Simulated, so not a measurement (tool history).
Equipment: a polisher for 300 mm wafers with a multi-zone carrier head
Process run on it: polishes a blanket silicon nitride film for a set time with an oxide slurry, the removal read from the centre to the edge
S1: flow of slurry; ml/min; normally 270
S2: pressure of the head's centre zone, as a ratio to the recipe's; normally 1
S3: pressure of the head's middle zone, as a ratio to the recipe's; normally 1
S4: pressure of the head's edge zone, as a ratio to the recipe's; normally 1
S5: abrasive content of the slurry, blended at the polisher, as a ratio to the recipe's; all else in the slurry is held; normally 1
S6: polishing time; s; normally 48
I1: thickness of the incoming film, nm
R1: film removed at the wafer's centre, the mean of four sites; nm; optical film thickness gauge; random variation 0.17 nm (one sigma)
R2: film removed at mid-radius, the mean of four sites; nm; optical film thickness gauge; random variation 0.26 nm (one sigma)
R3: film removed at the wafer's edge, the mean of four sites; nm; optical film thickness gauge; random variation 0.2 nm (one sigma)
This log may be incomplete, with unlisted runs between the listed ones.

{"run": 1, "day": 0.0, "S1": 270, "S2": 1, "S3": 1, "S4": 1, "S5": 1, "S6": 48, "I1": 564.9, "R1": 22, "R2": 21.5, "R3": 21.7}
{"run": 2, "day": 0.7, "S1": 270, "S2": 1, "S3": 1.09, "S4": 0.97, "S5": 1.25, "S6": 48, "I1": 552.9, "R1": 24.5, "R2": 26.3, "R3": 24.3}
{"run": 3, "day": 1.029, "S1": 270, "S2": 1, "S3": 1.06, "S4": 1, "S5": 0.75, "S6": 48, "I1": 563, "R1": 17.8, "R2": 18.2, "R3": 17.8}
{"run": 4, "day": 1.662, "S1": 240, "S2": 1, "S3": 1, "S4": 1, "S5": 1.25, "S6": 48, "I1": 548.3, "R1": 24.3, "R2": 23.8, "R3": 23.9}
{"day": 2.288, "done": "worn pad replaced by a new one"}
{"run": 5, "day": 2.308, "S1": 270, "S2": 1, "S3": 1, "S4": 1, "S5": 1, "S6": 33, "I1": 561.1, "R1": 15.5, "R2": 15.1, "R3": 15.4}
{"run": 6, "day": 2.542, "S1": 270, "S2": 1, "S3": 1, "S4": 1, "S5": 1.2, "S6": 48, "I1": 558.3, "R1": 24.8, "R2": 24.4, "R3": 25}
{"run": 7, "day": 3.133, "S1": 270, "S2": 1, "S3": 1.1, "S4": 1, "S5": 1, "S6": 48, "I1": 559.9, "R1": 22.2, "R2": 24, "R3": 21.9}
{"run": 8, "day": 3.492, "S1": 180, "S2": 1, "S3": 0.94, "S4": 0.95, "S5": 1, "S6": 57, "I1": 556.5, "R1": 25.6, "R2": 23.9, "R3": 24.7}
{"run": 9, "day": 3.979, "S1": 190, "S2": 1, "S3": 1.06, "S4": 1, "S5": 1.2, "S6": 37, "I1": 557.9, "R1": 18.1, "R2": 19.1, "R3": 18.3}
{"run": 10, "day": 4.292, "S1": 270, "S2": 1, "S3": 1, "S4": 0.89, "S5": 1, "S6": 48, "I1": 558.5, "R1": 21.9, "R2": 21.8, "R3": 20.6}
{"run": 11, "day": 5.021, "S1": 210, "S2": 0.96, "S3": 1, "S4": 1, "S5": 1, "S6": 48, "I1": 551.6, "R1": 20.8, "R2": 21.1, "R3": 21.3}
{"day": 5.262, "done": "edge zone pressure recalibrated"}
{"run": 12, "day": 5.508, "S1": 270, "S2": 1, "S3": 1.09, "S4": 1, "S5": 1.2, "S6": 48, "I1": 553.8, "R1": 24.1, "R2": 25.4, "R3": 24}
{"day": 5.729, "done": "slurry nozzle cleaned"}
{"run": 13, "day": 5.862, "S1": 270, "S2": 1, "S3": 1, "S4": 1, "S5": 1, "S6": 48, "I1": 557.9, "R1": 21.8, "R2": 21.7, "R3": 21.8}
{"run": 14, "day": 6.358, "S1": 270, "S2": 1, "S3": 1, "S4": 1, "S5": 1, "S6": 48, "I1": 559.5, "R1": 21.8, "R2": 21.8, "R3": 21.8}
{"day": 6.946, "done": "worn pad replaced by a new one"}
{"run": 15, "day": 6.967, "S1": 270, "S2": 1, "S3": 1, "S4": 1, "S5": 1, "S6": 48, "I1": 555.5, "R1": 22.5, "R2": 22.3, "R3": 21.9}
{"run": 16, "day": 7.604, "S1": 270, "S2": 1, "S3": 1.06, "S4": 1, "S5": 0.75, "S6": 61, "I1": 566.7, "R1": 23, "R2": 24, "R3": 23.1}
{"run": 17, "day": 8.458, "S1": 270, "S2": 1, "S3": 1, "S4": 1.06, "S5": 0.8, "S6": 39, "I1": 552.1, "R1": 15.4, "R2": 15.1, "R3": 15.5}
{"run": 18, "day": 10.408, "S1": 220, "S2": 1.08, "S3": 1, "S4": 0.95, "S5": 1, "S6": 39, "I1": 567.2, "R1": 18.7, "R2": 17.2, "R3": 17.1}
{"run": 19, "day": 10.771, "S1": 270, "S2": 1, "S3": 1, "S4": 1, "S5": 1, "S6": 48, "I1": 558, "R1": 21.7, "R2": 22.1, "R3": 21.7}
{"run": 20, "day": 11.088, "S1": 270, "S2": 0.9, "S3": 1, "S4": 0.91, "S5": 1, "S6": 48, "I1": 559.2, "R1": 19.9, "R2": 21.6, "R3": 20.9}
{"day": 11.708, "done": "worn pad replaced by a new one"}
{"run": 21, "day": 11.729, "S1": 270, "S2": 1, "S3": 1, "S4": 1, "S5": 1, "S6": 48, "I1": 570.3, "R1": 22.5, "R2": 22.3, "R3": 22.5}

Exercise: give the hidden state of the tool at every run:
slurry flow missing at the pad, %: 0 on each run
deviation of the centre zone's pressure from its setpoint, %: 0 on each run
deviation of the edge zone's pressure from its setpoint, %: 0 on each run
H1: removal rate lost through wear of the pad, %
run=1 H1=2.49
run=2 H1=2.91
run=3 H1=3.05
run=4 H1=3.24
run=5 H1=0.0986
run=6 H1=0.591
run=7 H1=1.53
run=8 H1=1.94
run=9 H1=2.36
run=10 H1=2.56
run=11 H1=2.89
run=12 H1=3.03
run=13 H1=3.11
run=14 H1=3.19
run=15 H1=0.468
run=16 H1=1.64
run=17 H1=2.59
run=18 H1=3.46
run=19 H1=3.53
run=20 H1=3.57
run=21 H1=0.163
